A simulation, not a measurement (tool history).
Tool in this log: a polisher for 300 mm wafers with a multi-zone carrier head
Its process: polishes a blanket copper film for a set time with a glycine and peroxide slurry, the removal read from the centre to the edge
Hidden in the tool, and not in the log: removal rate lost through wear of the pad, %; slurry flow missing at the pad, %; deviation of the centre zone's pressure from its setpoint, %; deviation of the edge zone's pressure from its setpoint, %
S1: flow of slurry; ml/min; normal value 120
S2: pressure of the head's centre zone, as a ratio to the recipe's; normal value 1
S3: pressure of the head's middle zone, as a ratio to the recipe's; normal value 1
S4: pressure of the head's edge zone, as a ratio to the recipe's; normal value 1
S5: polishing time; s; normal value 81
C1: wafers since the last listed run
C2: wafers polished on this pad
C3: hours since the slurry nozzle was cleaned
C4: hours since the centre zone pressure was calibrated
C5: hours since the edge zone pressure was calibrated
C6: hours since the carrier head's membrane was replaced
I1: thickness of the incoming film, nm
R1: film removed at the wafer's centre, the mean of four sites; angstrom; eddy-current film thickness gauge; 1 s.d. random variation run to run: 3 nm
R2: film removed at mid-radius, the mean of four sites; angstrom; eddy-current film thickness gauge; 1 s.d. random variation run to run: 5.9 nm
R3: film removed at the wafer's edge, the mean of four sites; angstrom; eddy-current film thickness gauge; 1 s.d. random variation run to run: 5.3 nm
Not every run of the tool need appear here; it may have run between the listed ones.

Run 1, hour 0: usual settings; C1 0; C2 43; C3 138.7; C4 285; C5 802.2; C6 1407.3; I1 2237.1. Result: R1 4798 angstrom, R2 4655 angstrom, R3 4788 angstrom.
Run 2, hour 16.3: usual settings but S1 145 ml/min; C1 104; C2 147; C3 155; C4 301.3; C5 818.5; C6 1423.6; I1 2226.3. Result: R1 4928 angstrom, R2 4880 angstrom, R3 4890 angstrom.
Run 3, hour 35.2: usual settings but S1 145 ml/min; C1 121; C2 268; C3 173.9; C4 320.2; C5 837.4; C6 1442.5; I1 2203.8. Result: R1 4862 angstrom, R2 4736 angstrom, R3 4765 angstrom.
Run 4, hour 50.4: usual settings but S4 1.05; C1 97; C2 365; C3 189.1; C4 335.4; C5 852.6; C6 1457.7; I1 2166.7. Result: R1 4521 angstrom, R2 4544 angstrom, R3 4655 angstrom.
Run 5, hour 65.8: usual settings; C1 98; C2 464; C3 204.5; C4 350.8; C5 868; C6 1473.1; I1 2172.2. Result: R1 4518 angstrom, R2 4489 angstrom, R3 4508 angstrom.
Run 6, hour 85.1: usual settings but S1 100 ml/min; C1 123; C2 588; C3 223.8; C4 370.1; C5 887.3; C6 1492.4; I1 2203.6. Result: R1 4178 angstrom, R2 4165 angstrom, R3 4236 angstrom.
At hour 90.3: centre zone pressure recalibrated.
Run 7, hour 98.2: usual settings but S1 140 ml/min; C1 71; C2 659; C3 236.9; C4 7.9; C5 900.4; C6 1505.5; I1 2207.1. Result: R1 4579 angstrom, R2 4576 angstrom, R3 4537 angstrom.
At hour 114.4: carrier head's membrane replaced by a new one.
Run 8, hour 126.8: usual settings but S2 0.89; C1 151; C2 810; C3 265.5; C4 36.5; C5 929; C6 12.4; I1 2233. Result: R1 3933 angstrom, R2 4453 angstrom, R3 4334 angstrom.
At hour 140.3: worn pad replaced by a new one.
At hour 145.1: slurry nozzle cleaned.
Run 9, hour 146.6: usual settings but S3 0.89, S4 1.11; C1 94; C2 34; C3 1.5; C4 56.3; C5 948.8; C6 32.2; I1 2208.3. Result: R1 4859 angstrom, R2 4415 angstrom, R3 5096 angstrom.
At hour 170: edge zone pressure recalibrated.
Run 10, hour 180: usual settings but S5 94 s; C1 201; C2 235; C3 34.9; C4 89.7; C5 10; C6 65.6; I1 2188.3. Result: R1 5460 angstrom, R2 5489 angstrom, R3 5355 angstrom.
Run 11, hour 212.2: usual settings but S1 140 ml/min, S2 1.12; C1 206; C2 441; C3 67.1; C4 121.9; C5 42.2; C6 97.8; I1 2230.7. Result: R1 5310 angstrom, R2 4785 angstrom, R3 4728 angstrom.
Run 12, hour 243.1: usual settings but S4 1.07; C1 197; C2 639; C3 98; C4 152.8; C5 73.1; C6 128.7; I1 2214.5. Result: R1 4550 angstrom, R2 4532 angstrom, R3 4648 angstrom.
Run 13, hour 259.7: usual settings but S1 160 ml/min, S2 1.03, S4 0.96, S5 67 s; C1 106; C2 745; C3 114.6; C4 169.4; C5 89.7; C6 145.3; I1 2181.4. Result: R1 4134 angstrom, R2 4026 angstrom, R3 3816 angstrom.
Run 14, hour 280.4: usual settings; C1 132; C2 878; C3 135.3; C4 190.1; C5 110.4; C6 166; I1 2171. Result: R1 4454 angstrom, R2 4439 angstrom, R3 4526 angstrom.
At hour 307.5: worn pad replaced by a new one.
Run 15, hour 311.7: usual settings but S1 100 ml/min, S2 1.04, S4 0.89, S5 63 s; C1 174; C2 26; C3 166.6; C4 221.4; C5 141.7; C6 197.3; I1 2170. Result: R1 3532 angstrom, R2 3458 angstrom, R3 3455 angstrom.
Run 16, hour 344.5: usual settings; C1 210; C2 236; C3 199.4; C4 254.2; C5 174.5; C6 230.1; I1 2197.9. Result: R1 4590 angstrom, R2 4535 angstrom, R3 4607 angstrom.
Run 17, hour 361.8: usual settings but S4 1.08, S5 101 s; C1 110; C2 347; C3 216.7; C4 271.5; C5 191.8; C6 247.4; I1 2215. Result: R1 5591 angstrom, R2 5667 angstrom, R3 5796 angstrom.
Run 18, hour 382.9: usual settings but S3 0.96, S5 70 s; C1 135; C2 482; C3 237.8; C4 292.6; C5 212.9; C6 268.5; I1 2181.8. Result: R1 3838 angstrom, R2 3599 angstrom, R3 3944 angstrom.
Run 19, hour 411.6: usual settings; C1 183; C2 666; C3 266.5; C4 321.3; C5 241.6; C6 297.2; I1 2197.8. Result: R1 4369 angstrom, R2 4385 angstrom, R3 4460 angstrom.
Run 20, hour 434.1: usual settings but S1 140 ml/min, S2 0.93, S3 0.94, S5 104 s; C1 144; C2 810; C3 289; C4 343.8; C5 264.1; C6 319.7; I1 2191.8. Result: R1 5491 angstrom, R2 5502 angstrom, R3 5803 angstrom.
At hour 438.6: slurry nozzle cleaned.
Run 21, hour 458.8: usual settings but S2 0.9, S4 0.94; C1 151; C2 962; C3 20.2; C4 368.5; C5 288.8; C6 344.4; I1 2177.6. Result: R1 4168 angstrom, R2 4556 angstrom, R3 4377 angstrom.

Give the tool's hidden conditions for every run:
deviation of the centre zone's pressure from its setpoint, %: 0 at every run
deviation of the edge zone's pressure from its setpoint, %: 0 at every run
H1: removal rate lost through wear of the pad, %
H2: slurry flow missing at the pad, %
run     H1    H2
  1   1.55  9.23
  2   3.14  10.3
  3    4.5  11.5
  4   5.31  12.5
  5   5.94  13.5
  6   6.52  14.8
  7   6.81  15.6
  8   7.26  17.5
  9   1.09  1.92
 10   3.95   4.1
 11    5.5   6.2
 12   6.35  8.22
 13   6.65   9.3
 14   6.92  10.7
 15  0.704  12.7
 16   3.64  14.8
 17   4.63    16
 18   5.49  17.3
 19   6.24  19.2
 20   6.62  20.7
 21   6.89  2.47

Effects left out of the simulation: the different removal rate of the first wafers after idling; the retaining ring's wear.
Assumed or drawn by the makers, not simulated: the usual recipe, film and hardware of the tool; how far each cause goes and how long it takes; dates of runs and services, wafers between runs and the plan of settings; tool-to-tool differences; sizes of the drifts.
